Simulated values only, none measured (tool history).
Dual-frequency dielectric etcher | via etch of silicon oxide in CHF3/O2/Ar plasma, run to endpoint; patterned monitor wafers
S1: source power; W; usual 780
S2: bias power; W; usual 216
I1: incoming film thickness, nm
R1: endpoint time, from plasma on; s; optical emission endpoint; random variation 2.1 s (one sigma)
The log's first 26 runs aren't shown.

run 27 day=59.421 | S1=830 S2=194 | I1=655.8 | R1=300.1
-- day=61.762 wet clean of the chamber
run 28 day=61.783 | S1=960 S2=190 | I1=654.2 | R1=279.6
run 29 day=62.142 | S1=780 S2=167 | I1=654.7 | R1=311.4
run 30 day=65.158 | S1=930 S2=185 | I1=662.5 | R1=289.0
run 31 day=66.575 | S1=780 S2=216 | I1=657.5 | R1=293.2
run 32 day=68.283 | S1=780 S2=216 | I1=659.2 | R1=293.1
run 33 day=69.529 | S1=970 S2=216 | I1=654.5 | R1=271.5
run 34 day=72.246 | S1=780 S2=189 | I1=657.0 | R1=307.6

5 ways to go on from here, each from the tool as it stands after run 34. What would each give?
run A day=72.267 | S1=650 S2=216 | I1=660.0 | R1=?
run B day=72.267 | S1=780 S2=265 | I1=660.0 | R1=?
run C day=72.267 | S1=830 S2=192 | I1=660.0 | R1=?
run D day=72.267 | S1=590 S2=236 | I1=660.0 | R1=?
run E day=72.267 | S1=960 S2=216 | I1=660.0 | R1=?

run=A R1=312.4
run=B R1=278.5
run=C R1=301.6
run=D R1=312.1
run=E R1=278.9
Without the tool's hidden state the same runs would have given:
run=A R1=301.2
run=B R1=268.6
run=C R1=290.8
run=D R1=301.0
run=E R1=268.9
